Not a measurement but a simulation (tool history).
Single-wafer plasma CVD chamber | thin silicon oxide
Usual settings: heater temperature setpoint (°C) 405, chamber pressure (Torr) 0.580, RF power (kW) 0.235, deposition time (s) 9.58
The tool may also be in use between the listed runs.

run   hour  heater temperature setpoint (°C)  chamber pressure (Torr)  RF power (kW)  deposition time (s)  wafers since the last listed run  hours since the last thermocouple change  hours since the last RF generator calibration  hours since the last manometer calibration  hours since the showerhead was replaced  hours since the gauge calibration  read-back reference wafer on the same gauge, thickness_nm  mean film thickness on the monitor wafer (Å)
  1    0.0                               405                    0.580          0.235                 9.58                                 0                                    2027.1                                         1894.0                                       580.2                                   8666.1                              547.1                                                     10.100                                        129.36
  2   28.4                               405                    0.580          0.235                 9.58                              1238                                    2055.5                                         1922.4                                       608.6                                   8694.5                              575.5                                                     10.103                                        129.80
  3   52.4                               405                    0.580          0.235                 9.58                              1046                                    2079.5                                         1946.4                                       632.6                                   8718.5                              599.5                                                     10.110                                        128.88
  4   76.4                               410                    0.580          0.235                 9.58                              1046                                    2103.5                                         1970.4                                       656.6                                   8742.5                              623.5                                                     10.102                                        128.81
  5  110.5                               405                    0.580          0.235                 9.58                              1487                                    2137.6                                         2004.5                                       690.7                                   8776.6                              657.6                                                     10.102                                        129.82
     129.6  -- showerhead replaced
  6  133.1                               405                    0.580          0.235                 9.58                               636                                    2160.2                                         2027.1                                       713.3                                      3.5                              680.2                                                     10.094                                        130.76
  7  162.6                               405                    0.580          0.235                 9.58                              1286                                    2189.7                                         2056.6                                       742.8                                     33.0                              709.7                                                     10.087                                        129.50
     191.4  -- gauge calibrated
  8  192.5                               405                    0.580          0.235                 9.58                              1304                                    2219.6                                         2086.5                                       772.7                                     62.9                                1.1                                                     10.096                                        128.74
  9  211.5                               405                    0.580          0.235                 9.58                               828                                    2238.6                                         2105.5                                       791.7                                     81.9                               20.1                                                     10.105                                        130.46
 10  237.4                               405                    0.660          0.235                 9.58                              1129                                    2264.5                                         2131.4                                       817.6                                    107.8                               46.0                                                     10.107                                        149.29
     250.8  -- thermocouple changed; heater temperature recalibrated
 11  258.5                               405                    0.673          0.235                 9.58                               571                                       7.7                                         2152.5                                       838.7                                    128.9                               67.1                                                     10.085                                        149.68
 12  272.7                               405                    0.660          0.235                 9.58                               619                                      21.9                                         2166.7                                       852.9                                    143.1                               81.3                                                     10.100                                        147.31
 13  303.6                               405                    0.714          0.235                10.92                              1347                                      52.8                                         2197.6                                       883.8                                    174.0                              112.2                                                     10.102                                        180.95
 14  334.2                               405                    0.673          0.235                 9.58                              1334                                      83.4                                         2228.2                                       914.4                                    204.6                              142.8                                                     10.095                                        149.97
 15  353.3                               405                    0.620          0.235                 9.58                               833                                     102.5                                         2247.3                                       933.5                                    223.7                              161.9                                                     10.105                                        138.42
     383.3  -- capacitance manometer re-zeroed and calibrated
 16  383.8                               405                    0.580          0.235                 9.58                               981                                     133.0                                         2277.8                                         0.5                                    254.2                              192.4                                                     10.115                                        110.62
 17  411.2                               419                    0.676          0.205                10.24                              1195                                     160.4                                         2305.2                                        27.9                                    281.6                              219.8                                                     10.098                                        130.44
     425.5  -- RF generator calibrated
 18  433.1                               405                    0.642          0.205                 8.70                               606                                     182.3                                            7.6                                        49.8                                    303.5                              241.7                                                     10.095                                        106.18
 19  461.5                               405                    0.580          0.235                 9.58                              1238                                     210.7                                           36.0                                        78.2                                    331.9                              270.1                                                     10.107                                        111.20
 20  486.5                               396                    0.492          0.220                 7.75                              1090                                     235.7                                           61.0                                       103.2                                    356.9                              295.1                                                     10.099                                         75.14
 21  517.6                               405                    0.580          0.235                 9.58                              1356                                     266.8                                           92.1                                       134.3                                    388.0                              326.2                                                     10.107                                        112.52
     546.4  -- capacitance manometer re-zeroed and calibrated, repeated, since the last time left the tool worse
 22  546.9                               405                    0.580          0.235                 9.58                               928                                     296.1                                          121.4                                         0.5                                    417.3                              355.5                                                     10.107                                        123.77
 23  564.7                               405                    0.580          0.235                 8.42                               776                                     313.9                                          139.2                                        18.3                                    435.1                              373.3                                                     10.106                                        109.02
 24  584.9                               405                    0.474          0.235                10.63                               881                                     334.1                                          159.4                                        38.5                                    455.3                              393.5                                                     10.107                                        112.08
 25  615.5                               405                    0.580          0.235                 9.58                              1334                                     364.7                                          190.0                                        69.1                                    485.9                              424.1                                                     10.099                                        123.70
 26  640.2                               413                    0.580          0.235                 9.58                              1077                                     389.4                                          214.7                                        93.8                                    510.6                              448.8                                                     10.090                                        123.29
 27  672.8                               413                    0.680          0.235                 9.58                              1421                                     422.0                                          247.3                                       126.4                                    543.2                              481.4                                                     10.090                                        146.49
 28  684.8                               400                    0.580          0.200                 9.58                               523                                     434.0                                          259.3                                       138.4                                    555.2                              493.4                                                     10.089                                        117.82
 29  704.0                               405                    0.580          0.275                 9.58                               837                                     453.2                                          278.5                                       157.6                                    574.4                              512.6                                                     10.096                                        133.06

Forecast each of these 3 alternatives for the next run:
  A  704.4                               405                    0.580          0.235                 9.58                                17                                     453.6                                          278.9                                       158.0                                    574.8                              513.0                                                          ?                                             ?
  B  704.4                               400                    0.580          0.235                 9.58                                17                                     453.6                                          278.9                                       158.0                                    574.8                              513.0                                                          ?                                             ?
  C  704.4                               416                    0.580          0.235                 9.58                                17                                     453.6                                          278.9                                       158.0                                    574.8                              513.0                                                          ?                                             ?

run  read-back reference wafer on the same gauge, thickness_nm  mean film thickness on the monitor wafer (Å)
  A                                                     10.096                                        126.33
  B                                                     10.096                                        126.72
  C                                                     10.096                                        125.50
Without the tool's hidden state the same runs would have given:
run  mean film thickness on the monitor wafer (Å)
  A                                        123.31
  B                                        123.69
  C                                        122.50
